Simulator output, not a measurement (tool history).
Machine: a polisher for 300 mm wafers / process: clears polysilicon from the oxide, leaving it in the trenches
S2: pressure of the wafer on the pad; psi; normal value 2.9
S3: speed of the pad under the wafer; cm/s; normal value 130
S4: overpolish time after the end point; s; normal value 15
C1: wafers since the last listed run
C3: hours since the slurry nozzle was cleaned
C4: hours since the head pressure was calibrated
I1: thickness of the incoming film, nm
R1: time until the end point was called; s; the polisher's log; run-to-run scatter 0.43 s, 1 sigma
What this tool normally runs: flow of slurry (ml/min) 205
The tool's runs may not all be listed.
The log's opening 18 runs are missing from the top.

run 19 hour=1511 | flow_of_slurry_(ml/min)=255 S2=2.9 S3=86 S4=15 | C1=466 wafers_polished_on_this_pad=1174 C3=75.6 C4=86.5 | I1=710.6 | R1=49.3
run 20 hour=1829.4 | flow_of_slurry_(ml/min)=205 S2=2.9 S3=130 S4=15 | C1=2107 wafers_polished_on_this_pad=3281 C3=394 C4=404.9 | I1=695.5 | R1=34.3
-- hour=1940.7 worn pad replaced by a new one
run 21 hour=1941.2 | flow_of_slurry_(ml/min)=205 S2=2.9 S3=174 S4=15 | C1=713 wafers_polished_on_this_pad=3 C3=505.8 C4=516.7 | I1=701.9 | R1=25.8
-- hour=1983.1 slurry nozzle cleaned
run 22 hour=2003.4 | flow_of_slurry_(ml/min)=205 S2=2.9 S3=130 S4=24 | C1=405 wafers_polished_on_this_pad=408 C3=20.3 C4=578.9 | I1=697.6 | R1=34
-- hour=2046.9 head pressure recalibrated
run 23 hour=2055.8 | flow_of_slurry_(ml/min)=205 S2=2.9 S3=130 S4=7 | C1=333 wafers_polished_on_this_pad=741 C3=72.7 C4=8.9 | I1=697 | R1=32.4
run 24 hour=2155.2 | flow_of_slurry_(ml/min)=205 S2=2.9 S3=170 S4=22 | C1=657 wafers_polished_on_this_pad=1399 C3=172.1 C4=108.3 | I1=708.7 | R1=25.2
run 25 hour=2214.1 | flow_of_slurry_(ml/min)=205 S2=2.9 S3=130 S4=15 | C1=389 wafers_polished_on_this_pad=1789 C3=231 C4=167.2 | I1=701.6 | R1=34
run 26 hour=2297.6 | flow_of_slurry_(ml/min)=205 S2=2.3 S3=130 S4=15 | C1=552 wafers_polished_on_this_pad=2342 C3=314.5 C4=250.7 | I1=692.9 | R1=39.2
run 27 hour=2375.9 | flow_of_slurry_(ml/min)=205 S2=2.9 S3=90 S4=15 | C1=518 wafers_polished_on_this_pad=2860 C3=392.8 C4=329 | I1=697.2 | R1=48.4
run 28 hour=2439.5 | flow_of_slurry_(ml/min)=205 S2=2.6 S3=156 S4=15 | C1=420 wafers_polished_on_this_pad=3281 C3=456.4 C4=392.6 | I1=699.2 | R1=31.2
-- hour=2502.9 worn pad replaced by a new one
-- hour=2535.9 slurry nozzle cleaned
run 29 hour=2540 | flow_of_slurry_(ml/min)=205 S2=2.6 S3=130 S4=22 | C1=632 wafers_polished_on_this_pad=238 C3=4.1 C4=493.1 | I1=706.4 | R1=38
run 30 hour=2619.8 | flow_of_slurry_(ml/min)=205 S2=2.9 S3=176 S4=15 | C1=528 wafers_polished_on_this_pad=766 C3=83.9 C4=572.9 | I1=701.6 | R1=25.3
-- hour=2672.2 head pressure recalibrated
run 31 hour=2684.5 | flow_of_slurry_(ml/min)=205 S2=2.9 S3=174 S4=15 | C1=415 wafers_polished_on_this_pad=1181 C3=148.6 C4=12.3 | I1=706.3 | R1=24.5
run 32 hour=2747.7 | flow_of_slurry_(ml/min)=270 S2=2.3 S3=130 S4=15 | C1=418 wafers_polished_on_this_pad=1600 C3=211.8 C4=75.5 | I1=688.6 | R1=37.3
run 33 hour=2819.7 | flow_of_slurry_(ml/min)=205 S2=3.7 S3=116 S4=15 | C1=476 wafers_polished_on_this_pad=2076 C3=283.8 C4=147.5 | I1=692.5 | R1=30

Predict each of these 3 candidate next runs independently; none follows another, all start after run 33:
run A hour=2820.1 | flow_of_slurry_(ml/min)=205 S2=2.9 S3=146 S4=15 | C1=2 wafers_polished_on_this_pad=2079 C3=284.2 C4=147.9 | I1=690.8 | R1=?
run B hour=2820.1 | flow_of_slurry_(ml/min)=205 S2=3.7 S3=164 S4=15 | C1=2 wafers_polished_on_this_pad=2079 C3=284.2 C4=147.9 | I1=690.8 | R1=?
run C hour=2820.1 | flow_of_slurry_(ml/min)=160 S2=3.2 S3=104 S4=12 | C1=2 wafers_polished_on_this_pad=2079 C3=284.2 C4=147.9 | I1=690.8 | R1=?

run=A R1=28.9
run=B R1=21
run=C R1=38.9
With no hidden state in the tool, these same runs would have given:
run=A R1=28.5
run=B R1=20.7
run=C R1=38.5
